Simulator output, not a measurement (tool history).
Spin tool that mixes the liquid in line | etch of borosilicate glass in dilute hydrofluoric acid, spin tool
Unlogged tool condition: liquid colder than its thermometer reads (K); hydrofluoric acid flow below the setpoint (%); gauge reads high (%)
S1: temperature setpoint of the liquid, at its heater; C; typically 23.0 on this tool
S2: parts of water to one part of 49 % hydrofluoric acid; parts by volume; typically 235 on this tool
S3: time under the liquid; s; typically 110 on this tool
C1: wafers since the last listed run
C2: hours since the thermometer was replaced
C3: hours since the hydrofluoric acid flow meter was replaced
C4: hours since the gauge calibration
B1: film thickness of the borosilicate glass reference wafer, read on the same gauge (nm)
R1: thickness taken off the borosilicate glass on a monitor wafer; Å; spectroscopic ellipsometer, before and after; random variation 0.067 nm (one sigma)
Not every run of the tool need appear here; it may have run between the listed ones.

Run 1, hour 0.0: usual settings but S1 21.0 C; C1 0; C2 177.1; C3 1099.3; C4 282.2; B1 99.99. Result: R1 83.5 Å.
Run 2, hour 17.6: usual settings but S1 21.0 C; C1 119; C2 194.7; C3 1116.9; C4 299.8; B1 100.04. Result: R1 84.2 Å.
Run 3, hour 41.8: usual settings; C1 164; C2 218.9; C3 1141.1; C4 324.0; B1 100.03. Result: R1 91.4 Å.
At hour 50.6: gauge calibrated.
Run 4, hour 71.1: usual settings but S1 20.5 C; C1 198; C2 248.2; C3 1170.4; C4 20.5; B1 99.97. Result: R1 82.9 Å.
Run 5, hour 94.9: usual settings but S1 20.5 C; C1 161; C2 272.0; C3 1194.2; C4 44.3; B1 100.01. Result: R1 82.8 Å.
Run 6, hour 122.0: usual settings; C1 183; C2 299.1; C3 1221.3; C4 71.4; B1 99.99. Result: R1 91.1 Å.
Run 7, hour 152.9: usual settings; C1 209; C2 330.0; C3 1252.2; C4 102.3; B1 99.97. Result: R1 89.9 Å.
Run 8, hour 184.4: usual settings but S3 135 s; C1 213; C2 361.5; C3 1283.7; C4 133.8; B1 100.01. Result: R1 110.6 Å.
Run 9, hour 213.2: usual settings but S1 27.0 C; C1 195; C2 390.3; C3 1312.5; C4 162.6; B1 99.99. Result: R1 104.8 Å.
Run 10, hour 247.6: usual settings but S1 27.0 C; C1 233; C2 424.7; C3 1346.9; C4 197.0; B1 99.96. Result: R1 103.2 Å.
Run 11, hour 273.9: usual settings but S1 19.0 C; C1 178; C2 451.0; C3 1373.2; C4 223.3; B1 99.99. Result: R1 78.0 Å.
Run 12, hour 296.9: usual settings but S1 19.0 C; C1 155; C2 474.0; C3 1396.2; C4 246.3; B1 99.98. Result: R1 76.9 Å.
Run 13, hour 314.1: usual settings but S2 160 parts by volume; C1 116; C2 491.2; C3 1413.4; C4 263.5; B1 99.95. Result: R1 143.2 Å.
Run 14, hour 329.9: usual settings but S2 160 parts by volume; C1 107; C2 507.0; C3 1429.2; C4 279.3; B1 99.98. Result: R1 142.9 Å.
Run 15, hour 355.9: usual settings but S2 260 parts by volume; C1 176; C2 533.0; C3 1455.2; C4 305.3; B1 99.97. Result: R1 80.3 Å.
Run 16, hour 378.4: usual settings but S2 260 parts by volume; C1 152; C2 555.5; C3 1477.7; C4 327.8; B1 100.03. Result: R1 78.8 Å.
Run 17, hour 396.6: usual settings but S3 135 s; C1 123; C2 573.7; C3 1495.9; C4 346.0; B1 100.02. Result: R1 110.6 Å.
Run 18, hour 427.5: usual settings but S1 24.5 C; C1 209; C2 604.6; C3 1526.8; C4 376.9; B1 99.96. Result: R1 96.2 Å.
At hour 428.7: gauge calibrated.
At hour 440.0: hydrofluoric acid flow meter replaced.
Run 19, hour 451.0: usual settings but S1 21.5 C, S2 160 parts by volume; C1 152; C2 628.1; C3 11.0; C4 22.3; B1 99.96. Result: R1 136.7 Å.
Run 20, hour 476.9: usual settings but S1 18.0 C, S2 140 parts by volume, S3 135 s; C1 175; C2 654.0; C3 36.9; C4 48.2; B1 100.00. Result: R1 167.3 Å.
Run 21, hour 492.0: usual settings but S1 18.0 C, S2 350 parts by volume, S3 50 s; C1 102; C2 669.1; C3 52.0; C4 63.3; B1 100.00. Result: R1 20.8 Å.
At hour 502.5: thermometer replaced.
Run 22, hour 505.4: usual settings but S1 20.0 C, S2 275 parts by volume; C1 84; C2 2.9; C3 65.4; C4 76.7; B1 99.97. Result: R1 65.8 Å.
Run 23, hour 530.7: usual settings but S1 24.5 C, S2 180 parts by volume, S3 165 s; C1 171; C2 28.2; C3 90.7; C4 102.0; B1 99.97. Result: R1 198.1 Å.
Run 24, hour 547.4: usual settings but S1 28.0 C; C1 113; C2 44.9; C3 107.4; C4 118.7; B1 100.00. Result: R1 108.6 Å.
Run 25, hour 568.1: usual settings but S3 85 s; C1 140; C2 65.6; C3 128.1; C4 139.4; B1 99.98. Result: R1 69.5 Å.
Run 26, hour 580.1: usual settings but S3 130 s; C1 81; C2 77.6; C3 140.1; C4 151.4; B1 99.99. Result: R1 105.9 Å.
Run 27, hour 602.9: usual settings; C1 154; C2 100.4; C3 162.9; C4 174.2; B1 100.02. Result: R1 89.7 Å.
Run 28, hour 618.5: usual settings but S3 65 s; C1 105; C2 116.0; C3 178.5; C4 189.8; B1 100.01. Result: R1 52.8 Å.
Run 29, hour 631.4: usual settings but S1 26.0 C, S2 185 parts by volume, S3 150 s; C1 87; C2 128.9; C3 191.4; C4 202.7; B1 100.03. Result: R1 185.0 Å.
Run 30, hour 644.0: usual settings but S1 19.5 C, S2 150 parts by volume, S3 175 s; C1 85; C2 141.5; C3 204.0; C4 215.3; B1 99.99. Result: R1 215.3 Å.
Run 31, hour 662.4: usual settings; C1 124; C2 159.9; C3 222.4; C4 233.7; B1 100.01. Result: R1 91.6 Å.
Run 32, hour 677.4: usual settings; C1 101; C2 174.9; C3 237.4; C4 248.7; B1 100.06. Result: R1 91.5 Å.

Branching from run 32: 4 alternative next runs. What would each branch give?
Run A, hour 677.8: usual settings; C1 2; C2 175.3; C3 237.8; C4 249.1; B1 ?. Result: R1 ?.
Run B, hour 677.8: usual settings but S1 18.0 C, S2 170 parts by volume; C1 2; C2 175.3; C3 237.8; C4 249.1; B1 ?. Result: R1 ?.
Run C, hour 677.8: usual settings but S3 165 s; C1 2; C2 175.3; C3 237.8; C4 249.1; B1 ?. Result: R1 ?.
Run D, hour 677.8: usual settings but S1 21.0 C, S2 155 parts by volume, S3 130 s; C1 2; C2 175.3; C3 237.8; C4 249.1; B1 ?. Result: R1 ?.

run      B1     R1
  A  100.01   89.3
  B  100.01  108.7
  C  100.01  134.0
  D  100.01  161.2
Without the tool's hidden state the same runs would have given:
run     R1
  A   89.3
  B  108.7
  C  134.0
  D  161.2
